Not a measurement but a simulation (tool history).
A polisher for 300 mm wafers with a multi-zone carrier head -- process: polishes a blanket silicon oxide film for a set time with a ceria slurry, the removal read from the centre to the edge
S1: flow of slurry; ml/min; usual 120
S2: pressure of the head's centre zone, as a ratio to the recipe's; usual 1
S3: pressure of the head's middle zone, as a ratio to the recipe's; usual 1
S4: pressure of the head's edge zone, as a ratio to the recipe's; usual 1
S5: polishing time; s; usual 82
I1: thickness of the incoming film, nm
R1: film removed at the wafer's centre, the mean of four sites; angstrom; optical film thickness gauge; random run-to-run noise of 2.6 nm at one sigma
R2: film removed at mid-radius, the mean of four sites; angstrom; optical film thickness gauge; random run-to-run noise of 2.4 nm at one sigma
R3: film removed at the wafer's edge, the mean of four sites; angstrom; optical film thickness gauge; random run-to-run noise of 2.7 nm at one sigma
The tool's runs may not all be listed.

run    hour   S1    S2    S3    S4   S5     I1    R1    R2    R3
  1       0  145     1     1     1   82  941.6  3188  3235  3214
  2    83.3  145     1     1     1   82    965  3118  3256  3237
      110.8  -- carrier head's membrane replaced by a new one
  3   121.6  150     1  0.88     1   82  946.2  3147  3014  3279
      135.5  -- centre zone pressure recalibrated
  4   167.9  120     1  1.06     1   82  947.4  3113  3282  3124
  5   206.9  120     1     1     1   82  954.5  3069  3144  3122
      254.9  -- worn pad replaced by a new one
  6     294   90     1  0.88     1   82  962.8  2803  2708  2972
  7   382.3  120     1  1.04     1  102  939.8  3768  4045  3917
        407  -- slurry nozzle cleaned
      428.4  -- edge zone pressure recalibrated
  8   476.4  120     1     1     1   82  955.5  2965  3151  3173
  9     531  120  1.11   1.1     1   82  948.8  3333  3366  3137
 10   597.8  120     1     1     1   82  953.5  2982  3137  3104
      613.4  -- centre zone pressure recalibrated
 11   704.4  105  0.97     1  1.06   82  967.8  2931  3023  3192
 12   807.9  120  0.91     1     1   82  949.6  2817  3103  3133
      862.1  -- worn pad replaced by a new one
      908.3  -- edge zone pressure recalibrated
 13   915.7  120     1     1     1   82  942.3  3053  3142  3147
      976.3  -- carrier head's membrane replaced by a new one
 14   998.5  120     1  0.97  1.09   82  944.2  3007  3057  3249
       1004  -- slurry nozzle cleaned
 15    1105  120     1     1     1   82  956.6  2979  3075  3152
     1121.6  -- centre zone pressure recalibrated
 16  1182.5  120     1  1.05     1   82  948.5  3122  3236  3148
 17  1224.9  120     1     1     1   82  949.5  3124  3117  3127
 18  1298.5  140   0.9     1     1   82  954.5  2844  3192  3211
 19  1354.8  120     1     1     1  105  957.9  3992  4014  4004
     1440.1  -- edge zone pressure recalibrated
 20    1446  145     1     1   0.9   82    962  3164  3258  3072
     1450.4  -- worn pad replaced by a new one
 21  1527.9  120     1  0.88     1   63  940.8  2343  2242  2401

5 options for the next run, each taken on its own from the tool as it stands now. Forecast them:
  A  1528.4  120  1.05     1   1  82  954.7   ?   ?   ?
  B  1528.4  120  0.89  0.94   1  58  954.7   ?   ?   ?
  C  1528.4  120  1.08     1   1  63  954.7   ?   ?   ?
  D  1528.4  120  1.06     1   1  82  954.7   ?   ?   ?
  E  1528.4  140     1     1   1  82  954.7   ?   ?   ?

run    R1    R2    R3
  A  3162  3139  3145
  B  1892  2132  2226
  C  2500  2411  2416
  D  3193  3139  3145
  E  3126  3246  3219
Stripped of hidden state, with their random variation kept, the same runs would have yielded:
run    R1    R2    R3
  A  3307  3138  3145
  B  1979  2132  2226
  C  2614  2411  2416
  D  3339  3138  3145
  E  3270  3245  3219
